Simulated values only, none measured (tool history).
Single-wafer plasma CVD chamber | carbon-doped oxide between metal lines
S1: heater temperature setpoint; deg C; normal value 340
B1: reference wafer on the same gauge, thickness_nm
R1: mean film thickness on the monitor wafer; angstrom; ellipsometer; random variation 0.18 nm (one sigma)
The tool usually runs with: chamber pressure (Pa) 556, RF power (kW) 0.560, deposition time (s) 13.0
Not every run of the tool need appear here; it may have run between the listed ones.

{"run": 1, "hour": 0.0, "S1": 340, "chamber pressure (Pa)": 556, "RF power (kW)": 0.56, "deposition time (s)": 13.0, "B1": 87.37, "R1": 732.75}
{"run": 2, "hour": 9.8, "S1": 340, "chamber pressure (Pa)": 452, "RF power (kW)": 0.56, "deposition time (s)": 13.0, "B1": 87.47, "R1": 719.53}
{"run": 3, "hour": 27.3, "S1": 331, "chamber pressure (Pa)": 556, "RF power (kW)": 0.56, "deposition time (s)": 11.3, "B1": 87.518, "R1": 661.38}
{"run": 4, "hour": 41.9, "S1": 331, "chamber pressure (Pa)": 556, "RF power (kW)": 0.56, "deposition time (s)": 11.3, "B1": 87.414, "R1": 659.32}
{"run": 5, "hour": 53.9, "S1": 340, "chamber pressure (Pa)": 501, "RF power (kW)": 0.56, "deposition time (s)": 13.0, "B1": 87.315, "R1": 726.98}
{"hour": 55.8, "done": "gauge calibrated"}
{"hour": 64.3, "done": "RF generator calibrated"}
{"run": 6, "hour": 69.2, "S1": 340, "chamber pressure (Pa)": 501, "RF power (kW)": 0.56, "deposition time (s)": 13.0, "B1": 87.366, "R1": 753.65}
{"run": 7, "hour": 75.9, "S1": 340, "chamber pressure (Pa)": 501, "RF power (kW)": 0.56, "deposition time (s)": 13.0, "B1": 87.307, "R1": 755.2}
{"run": 8, "hour": 84.9, "S1": 340, "chamber pressure (Pa)": 556, "RF power (kW)": 0.56, "deposition time (s)": 13.0, "B1": 87.4, "R1": 761.29}
{"run": 9, "hour": 102.5, "S1": 340, "chamber pressure (Pa)": 556, "RF power (kW)": 0.56, "deposition time (s)": 13.0, "B1": 87.41, "R1": 763.27}
{"run": 10, "hour": 113.1, "S1": 340, "chamber pressure (Pa)": 556, "RF power (kW)": 0.56, "deposition time (s)": 13.0, "B1": 87.337, "R1": 764.06}
{"run": 11, "hour": 120.2, "S1": 336, "chamber pressure (Pa)": 633, "RF power (kW)": 0.46, "deposition time (s)": 13.0, "B1": 87.427, "R1": 691.55}
{"run": 12, "hour": 135.8, "S1": 340, "chamber pressure (Pa)": 556, "RF power (kW)": 0.63, "deposition time (s)": 13.0, "B1": 87.328, "R1": 820.57}
{"hour": 144.8, "done": "thermocouple changed; heater temperature recalibrated"}
{"run": 13, "hour": 145.3, "S1": 340, "chamber pressure (Pa)": 556, "RF power (kW)": 0.63, "deposition time (s)": 13.0, "B1": 87.42, "R1": 818.26}
{"run": 14, "hour": 150.5, "S1": 340, "chamber pressure (Pa)": 501, "RF power (kW)": 0.56, "deposition time (s)": 13.0, "B1": 87.468, "R1": 751.4}
{"run": 15, "hour": 171.5, "S1": 353, "chamber pressure (Pa)": 433, "RF power (kW)": 0.56, "deposition time (s)": 13.8, "B1": 87.363, "R1": 756.2}
{"run": 16, "hour": 178.6, "S1": 340, "chamber pressure (Pa)": 609, "RF power (kW)": 0.56, "deposition time (s)": 13.0, "B1": 87.42, "R1": 770.59}
{"hour": 190.8, "done": "showerhead replaced"}
{"run": 17, "hour": 209.2, "S1": 340, "chamber pressure (Pa)": 556, "RF power (kW)": 0.56, "deposition time (s)": 13.0, "B1": 87.368, "R1": 762.48}
{"run": 18, "hour": 219.2, "S1": 340, "chamber pressure (Pa)": 647, "RF power (kW)": 0.605, "deposition time (s)": 10.7, "B1": 87.395, "R1": 672.65}
{"hour": 233.4, "done": "capacitance manometer re-zeroed and calibrated"}
{"run": 19, "hour": 233.9, "S1": 340, "chamber pressure (Pa)": 591, "RF power (kW)": 0.605, "deposition time (s)": 13.9, "B1": 87.397, "R1": 859.16}
{"run": 20, "hour": 234.2, "S1": 348, "chamber pressure (Pa)": 556, "RF power (kW)": 0.495, "deposition time (s)": 11.2, "B1": 87.361, "R1": 593.51}
{"run": 21, "hour": 241.2, "S1": 340, "chamber pressure (Pa)": 556, "RF power (kW)": 0.56, "deposition time (s)": 13.0, "B1": 87.377, "R1": 762.21}
{"run": 22, "hour": 255.3, "S1": 344, "chamber pressure (Pa)": 556, "RF power (kW)": 0.49, "deposition time (s)": 13.0, "B1": 87.328, "R1": 692.41}
{"run": 23, "hour": 269.3, "S1": 340, "chamber pressure (Pa)": 639, "RF power (kW)": 0.56, "deposition time (s)": 11.5, "B1": 87.464, "R1": 692.32}
{"run": 24, "hour": 277.6, "S1": 351, "chamber pressure (Pa)": 556, "RF power (kW)": 0.56, "deposition time (s)": 14.0, "B1": 87.414, "R1": 792.48}
{"run": 25, "hour": 287.4, "S1": 347, "chamber pressure (Pa)": 451, "RF power (kW)": 0.56, "deposition time (s)": 11.2, "B1": 87.402, "R1": 629.74}
{"run": 26, "hour": 300.4, "S1": 340, "chamber pressure (Pa)": 556, "RF power (kW)": 0.56, "deposition time (s)": 13.0, "B1": 87.399, "R1": 760.01}
{"run": 27, "hour": 308.1, "S1": 349, "chamber pressure (Pa)": 684, "RF power (kW)": 0.505, "deposition time (s)": 10.5, "B1": 87.434, "R1": 575.95}
{"run": 28, "hour": 316.3, "S1": 353, "chamber pressure (Pa)": 433, "RF power (kW)": 0.56, "deposition time (s)": 13.8, "B1": 87.368, "R1": 758.74}
{"run": 29, "hour": 327.9, "S1": 351, "chamber pressure (Pa)": 499, "RF power (kW)": 0.56, "deposition time (s)": 13.0, "B1": 87.28, "R1": 728.34}

Below are 4 alternative next runs, each starting from the tool's condition after run 29. Predict each:
{"run": "A", "hour": 328.3, "S1": 340, "chamber pressure (Pa)": 556, "RF power (kW)": 0.47, "deposition time (s)": 13.0, "B1": "?", "R1": "?"}
{"run": "B", "hour": 328.3, "S1": 340, "chamber pressure (Pa)": 556, "RF power (kW)": 0.56, "deposition time (s)": 11.9, "B1": "?", "R1": "?"}
{"run": "C", "hour": 328.3, "S1": 340, "chamber pressure (Pa)": 593, "RF power (kW)": 0.53, "deposition time (s)": 13.0, "B1": "?", "R1": "?"}
{"run": "D", "hour": 328.3, "S1": 333, "chamber pressure (Pa)": 556, "RF power (kW)": 0.485, "deposition time (s)": 13.0, "B1": "?", "R1": "?"}

run=A B1=87.412 R1=682.09
run=B B1=87.412 R1=699.95
run=C B1=87.412 R1=743.24
run=D B1=87.412 R1=711.75
Stripped of hidden state, with their random variation kept, the same runs would have yielded:
run=A R1=689.61
run=B R1=707.32
run=C R1=751.28
run=D R1=719.60
